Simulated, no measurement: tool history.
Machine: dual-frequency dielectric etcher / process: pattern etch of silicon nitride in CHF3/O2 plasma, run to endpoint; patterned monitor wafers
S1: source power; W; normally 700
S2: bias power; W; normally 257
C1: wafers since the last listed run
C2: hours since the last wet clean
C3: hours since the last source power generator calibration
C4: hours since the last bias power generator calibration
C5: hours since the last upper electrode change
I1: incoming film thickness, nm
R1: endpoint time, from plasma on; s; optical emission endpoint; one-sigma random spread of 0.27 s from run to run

run    hour   S1   S2    C1     C2      C3      C4      C5    I1    R1
  1       0  700  257     0  562.2    3891  3901.7    1492  97.2  52.7
       65.8  -- wet clean of the chamber
  2    82.3  610  257   791   16.5  3973.3    3984  1574.3  97.8  55.5
  3   158.6  610  257  1035   92.8  4049.6  4060.3  1650.6  97.7  55.6
  4   214.8  610  257   762    149  4105.8  4116.5  1706.8  97.3  54.9
  5   310.2  700  257  1295  244.4  4201.2  4211.9  1802.2  97.9  52.6
  6   408.7  700  257  1337  342.9  4299.7  4310.4  1900.7  98.1    53
  7   482.3  700  257   999  416.5  4373.3    4384  1974.3  98.4  52.8
  8   535.1  700  257   716  469.3  4426.1  4436.8  2027.1  98.3  52.4
      626.2  -- wet clean of the chamber
  9   626.7  700  257   917    0.5  4517.7  4528.4  2118.7  97.5  52.3
 10   687.8  700  257   829   61.6  4578.8  4589.5  2179.8    98  52.9
 11   736.3  700  257   658  110.1  4627.3    4638  2228.3    98    53
 12   954.4  700  257  2960  328.2  4845.4  4856.1  2446.4  97.3  52.7
      970.9  -- source power generator calibrated
 13  1026.9  700  257   929  400.7      56  4928.6  2518.9  98.2  52.9
 14  1084.5  700  257   781  458.3   113.6  4986.2  2576.5  97.3  52.2
     1091.4  -- bias power generator calibrated
 15  1150.7  550  257   844  524.5   179.8    59.3  2642.7  97.8  58.4
 16  1205.2  700  257   739    579   234.3   113.8  2697.2  96.4  52.7
 17  1281.4  760  314  1034  655.2   310.5     190  2773.4  98.2  47.6
     1351.9  -- wet clean of the chamber
 18  1352.4  590  284   638    0.5   381.5     261  2844.4  98.5  54.6
 19  1412.1  590  319   810   60.2   441.2   320.7  2904.1  97.9  51.6
 20  1454.1  800  282   570  102.2   483.2   362.7  2946.1  97.7  48.6

What does the tool deliver on the next run?
 21  1531.6  700  257  1052  179.7  560.7  440.2  3023.6  97.6   ?

{"run 21": {"R1": 52.8}}
Minus the tool's unlogged condition, the same run would have read R1 53.2 s.
